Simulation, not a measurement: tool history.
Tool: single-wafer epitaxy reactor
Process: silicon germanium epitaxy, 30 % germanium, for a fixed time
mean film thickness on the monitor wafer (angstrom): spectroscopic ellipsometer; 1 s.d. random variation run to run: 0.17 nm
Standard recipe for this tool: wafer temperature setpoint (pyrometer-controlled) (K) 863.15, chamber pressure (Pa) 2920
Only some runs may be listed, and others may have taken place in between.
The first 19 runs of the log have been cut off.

run	day	wafer temperature setpoint (pyrometer-controlled) (K)	chamber pressure (Pa)	wafers since the last listed run	hours since the last pyrometer calibration	hours since the last manometer calibration	hours since the showerhead was replaced	hours since the gauge calibration	read-back reference wafer on the same gauge, thickness_nm	mean film thickness on the monitor wafer (angstrom)
20	57.946	859.15	3240	1488	604.2	468.2	679.2	968.2	49.358	459.69
21	60.729	851.15	2920	995	671	535	746	1035	49.323	391.06
22	62.975	873.15	3653	802	724.9	588.9	799.9	1088.9	49.28	603.01
23	64.738	871.15	3626	630	767.2	631.2	842.2	1131.2	49.164	581.09
# day 66.196: gauge calibrated
24	68.162	854.15	2480	1224	849.4	713.4	924.4	47.2	50.297	403.02
25	70.196	863.15	2920	726	898.2	762.2	973.2	96	50.252	490.77
26	71.75	869.15	3480	555	935.5	799.5	1010.5	133.3	50.105	569.33
27	75.717	854.15	2920	1418	1030.7	894.7	1105.7	228.5	50.094	415.77
28	78.162	863.15	2920	874	1089.4	953.4	1164.4	287.2	50.06	488.46
29	79.925	863.15	3386	630	1131.7	995.7	1206.7	329.5	50.003	508.74
30	81.7	863.15	2920	634	1174.3	1038.3	1249.3	372.1	49.995	485.08
# day 82.733: pyrometer calibrated
31	83.204	863.15	2920	418	11.3	1074.4	1285.4	408.2	49.993	486.62
32	85.825	873.15	2666	936	74.2	1137.3	1348.3	471.1	49.896	562.63
33	88.538	871.15	2560	969	139.3	1202.4	1413.4	536.2	49.843	540.57
34	91.162	863.15	2920	938	202.3	1265.4	1476.4	599.2	49.888	485.78

Here are 5 independent what-if runs from the current tool condition. What would each one return?
A	91.179	863.15	2920	5	202.7	1265.8	1476.8	599.6	?	?
B	91.179	874.15	2346	5	202.7	1265.8	1476.8	599.6	?	?
C	91.179	848.15	3613	5	202.7	1265.8	1476.8	599.6	?	?
D	91.179	858.15	2480	5	202.7	1265.8	1476.8	599.6	?	?
E	91.179	870.15	2920	5	202.7	1265.8	1476.8	599.6	?	?

run	read-back reference wafer on the same gauge, thickness_nm	mean film thickness on the monitor wafer (angstrom)
A	49.884	485.14
B	49.884	555.44
C	49.884	394.28
D	49.884	428.05
E	49.884	546.63
With no hidden state in the tool, these same runs would have given:
run	mean film thickness on the monitor wafer (angstrom)
A	490.06
B	561.09
C	398.29
D	432.39
E	552.19

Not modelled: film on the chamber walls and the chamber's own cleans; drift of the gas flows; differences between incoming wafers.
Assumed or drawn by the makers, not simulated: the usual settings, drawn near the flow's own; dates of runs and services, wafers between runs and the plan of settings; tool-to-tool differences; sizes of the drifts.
